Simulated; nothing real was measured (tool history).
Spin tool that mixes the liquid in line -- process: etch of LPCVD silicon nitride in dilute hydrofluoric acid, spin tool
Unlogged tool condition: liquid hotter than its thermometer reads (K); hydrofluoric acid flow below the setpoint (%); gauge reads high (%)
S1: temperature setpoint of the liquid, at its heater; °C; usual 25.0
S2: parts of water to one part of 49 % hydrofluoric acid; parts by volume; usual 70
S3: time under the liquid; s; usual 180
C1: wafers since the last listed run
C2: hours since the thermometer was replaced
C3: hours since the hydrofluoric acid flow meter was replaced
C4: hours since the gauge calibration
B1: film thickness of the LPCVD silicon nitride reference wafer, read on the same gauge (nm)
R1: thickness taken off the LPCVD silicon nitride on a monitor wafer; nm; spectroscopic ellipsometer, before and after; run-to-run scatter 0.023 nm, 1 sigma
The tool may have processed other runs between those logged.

run	day	S1	S2	S3	C1	C2	C3	C4	B1	R1
1	0.000	24.0	90	180	0	438.8	1452.2	1452.4	90.014	1.017
2	1.258	25.0	70	240	259	469.0	1482.4	1482.6	90.000	1.868
3	3.542	25.0	70	240	471	523.8	1537.2	1537.4	90.009	1.959
4	5.458	25.0	70	180	395	569.8	1583.2	1583.4	90.007	1.443
5	9.117	25.0	70	180	754	657.6	1671.0	1671.2	90.019	1.473
6	10.554	25.0	70	180	296	692.1	1705.5	1705.7	90.006	1.520
7	13.367	25.0	70	180	580	759.6	1773.0	1773.2	90.011	1.486
8	14.758	25.0	70	180	287	793.0	1806.4	1806.6	89.979	1.469
9	17.508	25.0	70	235	567	859.0	1872.4	1872.6	90.009	1.921
10	19.688	25.0	70	235	449	911.3	1924.7	1924.9	90.000	1.942
11	22.542	25.0	70	180	588	979.8	1993.2	1993.4	90.005	1.496
12	24.829	28.0	105	240	472	1034.7	2048.1	2048.3	89.954	1.627
# day 25.246: gauge calibrated
13	25.971	22.5	80	140	235	1062.1	2075.5	17.4	90.011	0.840
14	28.942	27.0	50	245	613	1133.4	2146.8	88.7	89.989	3.337
# day 29.096: hydrofluoric acid flow meter replaced
15	31.638	21.0	105	235	547	1198.1	61.0	153.4	89.964	1.020
# day 32.383: thermometer replaced
16	33.975	25.0	70	180	473	38.2	117.1	209.5	89.990	1.649
17	36.342	20.5	70	180	488	95.0	173.9	266.3	89.988	1.212
18	37.729	27.0	50	210	286	128.3	207.2	299.6	89.974	3.020
19	38.896	25.0	70	180	240	156.3	235.2	327.6	89.999	1.679
20	41.079	25.0	70	240	450	208.7	287.6	380.0	89.960	2.237
21	42.483	29.0	95	275	289	242.4	321.3	413.7	89.973	2.403
22	44.338	23.0	70	115	382	286.9	365.8	458.2	90.007	0.910
23	45.692	24.0	90	180	279	319.4	398.3	490.7	90.038	1.214
# day 47.250: thermometer replaced, repeated, since the last time left the tool worse
24	48.150	25.0	70	220	498	21.6	457.3	549.7	90.045	1.696
25	50.025	28.5	55	110	386	66.6	502.3	594.7	90.038	1.292
26	51.904	25.0	70	180	387	111.7	547.4	639.8	89.997	1.418
27	54.500	21.0	85	250	535	174.0	609.7	702.1	90.018	1.194
28	57.200	23.5	45	130	557	238.8	674.5	766.9	89.954	1.402
29	59.821	25.0	70	180	540	301.7	737.4	829.8	89.999	1.378
30	62.562	26.5	55	110	565	367.5	803.2	895.6	90.001	1.196
31	64.325	25.0	70	180	363	409.8	845.5	937.9	89.993	1.396
32	66.038	25.0	70	180	353	450.9	886.6	979.0	89.983	1.413

Branching from run 32: 4 alternative next runs. What would each branch give?
A	66.058	25.0	70	180	4	451.4	887.1	979.5	?	?
B	66.058	22.5	100	280	4	451.4	887.1	979.5	?	?
C	66.058	28.5	70	180	4	451.4	887.1	979.5	?	?
D	66.058	25.0	70	145	4	451.4	887.1	979.5	?	?

run	B1	R1
A	90.023	1.383
B	90.023	1.282
C	90.023	1.736
D	90.023	1.114
Take away the tool's hidden state, keep each run's random variation, and the runs would have read:
run	R1
A	1.312
B	1.217
C	1.650
D	1.057
